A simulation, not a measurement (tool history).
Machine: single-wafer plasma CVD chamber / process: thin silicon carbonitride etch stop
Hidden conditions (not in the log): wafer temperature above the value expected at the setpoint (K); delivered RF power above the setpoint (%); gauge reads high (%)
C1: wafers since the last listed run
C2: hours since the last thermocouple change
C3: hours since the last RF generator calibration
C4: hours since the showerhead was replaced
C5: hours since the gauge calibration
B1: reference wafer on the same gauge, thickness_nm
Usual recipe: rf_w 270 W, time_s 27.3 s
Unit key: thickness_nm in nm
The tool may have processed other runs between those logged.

Run 1, day 0.000: usual settings; C1 0; C2 1099.6; C3 2066.8; C4 5145.8; C5 1250.3; B1 17.452. Result: thickness_nm 15.790 nm.
At day 1.996: thermocouple changed; heater temperature recalibrated.
Run 2, day 2.017: usual settings but rf_w 285 W, time_s 23.0 s; C1 1034; C2 0.5; C3 2115.2; C4 5194.2; C5 1298.7; B1 17.434. Result: thickness_nm 13.484 nm.
Run 3, day 4.625: usual settings but rf_w 285 W, time_s 23.0 s; C1 1602; C2 63.1; C3 2177.8; C4 5256.8; C5 1361.3; B1 17.431. Result: thickness_nm 13.543 nm.
Run 4, day 6.133: usual settings but rf_w 285 W, time_s 23.0 s; C1 926; C2 99.3; C3 2214.0; C4 5293.0; C5 1397.5; B1 17.407. Result: thickness_nm 13.430 nm.
Run 5, day 7.296: usual settings; C1 714; C2 127.2; C3 2241.9; C4 5320.9; C5 1425.4; B1 17.413. Result: thickness_nm 15.690 nm.
Run 6, day 8.846: usual settings; C1 952; C2 164.4; C3 2279.1; C4 5358.1; C5 1462.6; B1 17.397. Result: thickness_nm 15.611 nm.
Run 7, day 11.754: usual settings; C1 1786; C2 234.2; C3 2348.9; C4 5427.9; C5 1532.4; B1 17.368. Result: thickness_nm 15.685 nm.
Run 8, day 12.854: usual settings; C1 675; C2 260.6; C3 2375.3; C4 5454.3; C5 1558.8; B1 17.355. Result: thickness_nm 15.606 nm.
Run 9, day 15.004: usual settings; C1 1320; C2 312.2; C3 2426.9; C4 5505.9; C5 1610.4; B1 17.334. Result: thickness_nm 15.634 nm.
Run 10, day 16.667: usual settings but time_s 24.8 s; C1 1021; C2 352.1; C3 2466.8; C4 5545.8; C5 1650.3; B1 17.326. Result: thickness_nm 14.121 nm.
At day 17.925: RF generator calibrated.
Run 11, day 18.342: usual settings but time_s 24.8 s; C1 824; C2 392.3; C3 10.0; C4 5586.0; C5 1690.5; B1 17.320. Result: thickness_nm 14.216 nm.
Run 12, day 20.392: usual settings but rf_w 225 W, time_s 32.4 s; C1 1259; C2 441.5; C3 59.2; C4 5635.2; C5 1739.7; B1 17.310. Result: thickness_nm 17.387 nm.
At day 20.638: gauge calibrated.
Run 13, day 23.375: usual settings; C1 1832; C2 513.1; C3 130.8; C4 5706.8; C5 65.7; B1 17.830. Result: thickness_nm 16.070 nm.
Run 14, day 24.908: usual settings; C1 941; C2 549.9; C3 167.6; C4 5743.6; C5 102.5; B1 17.817. Result: thickness_nm 16.074 nm.
Run 15, day 26.362: usual settings; C1 893; C2 584.8; C3 202.5; C4 5778.5; C5 137.4; B1 17.804. Result: thickness_nm 15.970 nm.
Run 16, day 28.688: usual settings; C1 1428; C2 640.6; C3 258.3; C4 5834.3; C5 193.2; B1 17.790. Result: thickness_nm 16.048 nm.
Run 17, day 31.354: usual settings but rf_w 295 W; C1 1638; C2 704.6; C3 322.3; C4 5898.3; C5 257.2; B1 17.751. Result: thickness_nm 16.512 nm.
Run 18, day 33.171: usual settings but time_s 32.4 s; C1 1115; C2 748.2; C3 365.9; C4 5941.9; C5 300.8; B1 17.742. Result: thickness_nm 19.104 nm.
Run 19, day 35.150: usual settings; C1 1215; C2 795.7; C3 413.4; C4 5989.4; C5 348.3; B1 17.738. Result: thickness_nm 16.002 nm.
Run 20, day 37.838: usual settings but rf_w 300 W, time_s 31.9 s; C1 1650; C2 860.2; C3 477.9; C4 6053.9; C5 412.8; B1 17.693. Result: thickness_nm 19.365 nm.
At day 40.438: showerhead replaced.
Run 21, day 40.458: usual settings; C1 1405; C2 923.1; C3 540.8; C4 0.5; C5 475.7; B1 17.694. Result: thickness_nm 16.061 nm.
Run 22, day 43.338: usual settings but rf_w 290 W, time_s 23.0 s; C1 1768; C2 992.2; C3 609.9; C4 69.6; C5 544.8; B1 17.677. Result: thickness_nm 13.756 nm.
Run 23, day 44.683: usual settings but rf_w 285 W, time_s 32.2 s; C1 826; C2 1024.5; C3 642.2; C4 101.9; C5 577.1; B1 17.651. Result: thickness_nm 19.052 nm.
Run 24, day 46.208: usual settings but time_s 30.6 s; C1 936; C2 1061.1; C3 678.8; C4 138.5; C5 613.7; B1 17.624. Result: thickness_nm 17.823 nm.
Run 25, day 48.246: usual settings but rf_w 235 W, time_s 30.4 s; C1 1251; C2 1110.0; C3 727.7; C4 187.4; C5 662.6; B1 17.595. Result: thickness_nm 16.836 nm.
At day 48.925: thermocouple changed; heater temperature recalibrated.
Run 26, day 49.333: usual settings but rf_w 255 W, time_s 25.2 s; C1 463; C2 9.8; C3 753.8; C4 213.5; C5 688.7; B1 17.591. Result: thickness_nm 14.322 nm.
Run 27, day 50.392: usual settings but rf_w 245 W, time_s 24.7 s; C1 650; C2 35.2; C3 779.2; C4 238.9; C5 714.1; B1 17.599. Result: thickness_nm 13.882 nm.
Run 28, day 53.021: usual settings but rf_w 295 W, time_s 32.4 s; C1 1615; C2 98.3; C3 842.3; C4 302.0; C5 777.2; B1 17.572. Result: thickness_nm 19.415 nm.
Run 29, day 55.675: usual settings but time_s 24.0 s; C1 1630; C2 162.0; C3 906.0; C4 365.7; C5 840.9; B1 17.551. Result: thickness_nm 13.892 nm.
Run 30, day 58.579: usual settings but rf_w 305 W, time_s 30.2 s; C1 1783; C2 231.7; C3 975.7; C4 435.4; C5 910.6; B1 17.518. Result: thickness_nm 18.140 nm.
Run 31, day 60.608: usual settings; C1 1246; C2 280.4; C3 1024.4; C4 484.1; C5 959.3; B1 17.503. Result: thickness_nm 15.765 nm.
Run 32, day 62.804: usual settings but time_s 24.6 s; C1 1348; C2 333.1; C3 1077.1; C4 536.8; C5 1012.0; B1 17.489. Result: thickness_nm 14.223 nm.
Run 33, day 65.254: usual settings; C1 1504; C2 391.9; C3 1135.9; C4 595.6; C5 1070.8; B1 17.457. Result: thickness_nm 15.704 nm.
Run 34, day 67.350: usual settings but rf_w 305 W, time_s 31.7 s; C1 1287; C2 442.2; C3 1186.2; C4 645.9; C5 1121.1; B1 17.447. Result: thickness_nm 19.137 nm.
Run 35, day 69.171: usual settings but rf_w 315 W, time_s 24.4 s; C1 1118; C2 485.9; C3 1229.9; C4 689.6; C5 1164.8; B1 17.422. Result: thickness_nm 14.761 nm.

Here are 4 independent what-if runs from the current tool condition. What would each one return?
Run A, day 69.188: usual settings but rf_w 305 W; C1 10; C2 486.3; C3 1230.3; C4 690.0; C5 1165.2; B1 ?. Result: thickness_nm ?.
Run B, day 69.188: usual settings but rf_w 295 W, time_s 23.6 s; C1 10; C2 486.3; C3 1230.3; C4 690.0; C5 1165.2; B1 ?. Result: thickness_nm ?.
Run C, day 69.188: usual settings but rf_w 300 W; C1 10; C2 486.3; C3 1230.3; C4 690.0; C5 1165.2; B1 ?. Result: thickness_nm ?.
Run D, day 69.188: usual settings but rf_w 225 W; C1 10; C2 486.3; C3 1230.3; C4 690.0; C5 1165.2; B1 ?. Result: thickness_nm ?.

run      B1  thickness_nm
  A  17.416        16.454
  B  17.416        14.059
  C  17.416        16.360
  D  17.416        14.751
The same runs, with their run-to-run variation unchanged, on a tool lacking any hidden condition would have given:
run  thickness_nm
  A        16.899
  B        14.439
  C        16.801
  D        15.150
